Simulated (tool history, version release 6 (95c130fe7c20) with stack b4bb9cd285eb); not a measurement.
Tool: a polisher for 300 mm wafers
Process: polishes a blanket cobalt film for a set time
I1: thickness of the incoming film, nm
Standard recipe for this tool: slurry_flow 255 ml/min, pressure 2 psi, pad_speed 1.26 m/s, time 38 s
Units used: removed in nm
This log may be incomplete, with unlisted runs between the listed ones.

Run 1, hour 0: usual settings; I1 1223. Result: removed 269.7 nm.
At hour 34.4: slurry nozzle cleaned.
Run 2, hour 64.2: usual settings; I1 1220.8. Result: removed 267.6 nm.
Run 3, hour 106.4: usual settings; I1 1216.4. Result: removed 266.8 nm.
Run 4, hour 201.3: usual settings but pad_speed 1.16 m/s; I1 1198.1. Result: removed 255.3 nm.
Run 5, hour 245.8: usual settings but pad_speed 1.16 m/s; I1 1200.5. Result: removed 256.1 nm.
Run 6, hour 308.2: usual settings but pad_speed 1.16 m/s; I1 1215.7. Result: removed 246.4 nm.
Run 7, hour 450: usual settings but pad_speed 1.12 m/s; I1 1212.9. Result: removed 244.5 nm.
Run 8, hour 490.4: usual settings but time 31 s; I1 1210.7. Result: removed 219.4 nm.
Run 9, hour 563.6: usual settings but time 31 s; I1 1196.2. Result: removed 222.6 nm.
Run 10, hour 629: usual settings but time 31 s; I1 1209.9. Result: removed 224.6 nm.
At hour 647.4: worn pad replaced by a new one.
Run 11, hour 690.4: usual settings; I1 1206.6. Result: removed 271.5 nm.
At hour 710.9: head pressure recalibrated.
At hour 779.7: slurry nozzle cleaned.
Run 12, hour 1011.1: usual settings; I1 1205.3. Result: removed 267.1 nm.
Run 13, hour 1165.4: usual settings; I1 1220.4. Result: removed 276.5 nm.
Run 14, hour 1271.2: usual settings but time 48 s; I1 1226.9. Result: removed 342.3 nm.
Run 15, hour 1323.1: usual settings but time 48 s; I1 1205.3. Result: removed 342.1 nm.
At hour 1418.4: worn pad replaced by a new one.
Run 16, hour 1419.5: usual settings but time 48 s; I1 1216.3. Result: removed 341.2 nm.
At hour 1486.9: slurry nozzle cleaned.
At hour 1513.7: head pressure recalibrated.
Run 17, hour 1514.2: usual settings but slurry_flow 185 ml/min; I1 1212.5. Result: removed 264.4 nm.
Run 18, hour 1601.2: usual settings; I1 1219.7. Result: removed 268.2 nm.
Run 19, hour 1831.4: usual settings but pad_speed 1.58 m/s, time 41 s; I1 1231.1. Result: removed 354.5 nm.
Run 20, hour 1903.1: usual settings but pad_speed 1.58 m/s, time 41 s; I1 1223.9. Result: removed 360.9 nm.
Run 21, hour 1977.8: usual settings but pad_speed 0.9 m/s; I1 1205.6. Result: removed 202.4 nm.
Run 22, hour 2067.4: usual settings but slurry_flow 330 ml/min, pressure 2.3 psi, pad_speed 0.9 m/s, time 45 s; I1 1214.2. Result: removed 279.2 nm.
Run 23, hour 2135.1: usual settings but slurry_flow 325 ml/min, pressure 2.4 psi; I1 1188. Result: removed 328.6 nm.
At hour 2160.2: worn pad replaced by a new one.
Run 24, hour 2179: usual settings but slurry_flow 230 ml/min, pressure 1.8 psi, pad_speed 1.6 m/s, time 34 s; I1 1209. Result: removed 267.2 nm.
Run 25, hour 2267.1: usual settings; I1 1214.6. Result: removed 271.7 nm.
At hour 2312: slurry nozzle cleaned.
Run 26, hour 2341.7: usual settings but slurry_flow 220 ml/min, pad_speed 1.12 m/s; I1 1214.1. Result: removed 246.2 nm.
At hour 2392.3: head pressure recalibrated.
Run 27, hour 2397.2: usual settings but pressure 2.2 psi, time 30 s; I1 1210.8. Result: removed 235.5 nm.
Run 28, hour 2499.6: usual settings but pressure 2.5 psi; I1 1232.8. Result: removed 337.6 nm.
Run 29, hour 2576.1: usual settings but pressure 1.5 psi, pad_speed 1.5 m/s, time 29 s; I1 1196. Result: removed 182.7 nm.
Run 30, hour 2674.1: usual settings but time 48 s; I1 1221.4. Result: removed 337.1 nm.
Run 31, hour 2767.4: usual settings but time 28 s; I1 1212.4. Result: removed 202.1 nm.
At hour 2849.5: worn pad replaced by a new one.
Run 32, hour 2866.1: usual settings; I1 1203.5. Result: removed 275.1 nm.
Run 33, hour 2949.8: usual settings but slurry_flow 330 ml/min, pressure 2.3 psi, pad_speed 0.9 m/s, time 45 s; I1 1215.7. Result: removed 284.3 nm.
Run 34, hour 3017.8: usual settings but slurry_flow 335 ml/min; I1 1197.7. Result: removed 275.2 nm.
At hour 3041.8: slurry nozzle cleaned.
Run 35, hour 3064.4: usual settings but pressure 2.2 psi, time 30 s; I1 1222.5. Result: removed 236.5 nm.
At hour 3155.2: head pressure recalibrated.
Run 36, hour 3157: usual settings but pressure 1.6 psi, time 26 s; I1 1228. Result: removed 151 nm.
Run 37, hour 3225.7: usual settings; I1 1224.7. Result: removed 274.4 nm.
Run 38, hour 3332.9: usual settings but pressure 1.5 psi, time 50 s; I1 1216.3. Result: removed 266.4 nm.

State the hidden condition of the tool at each of the runs:
removal rate lost through wear of the pad, %: 0 in every run
slurry flow missing at the pad, %: 0 in every run
deviation of the head's pressure from its setpoint, %: 0 in every run
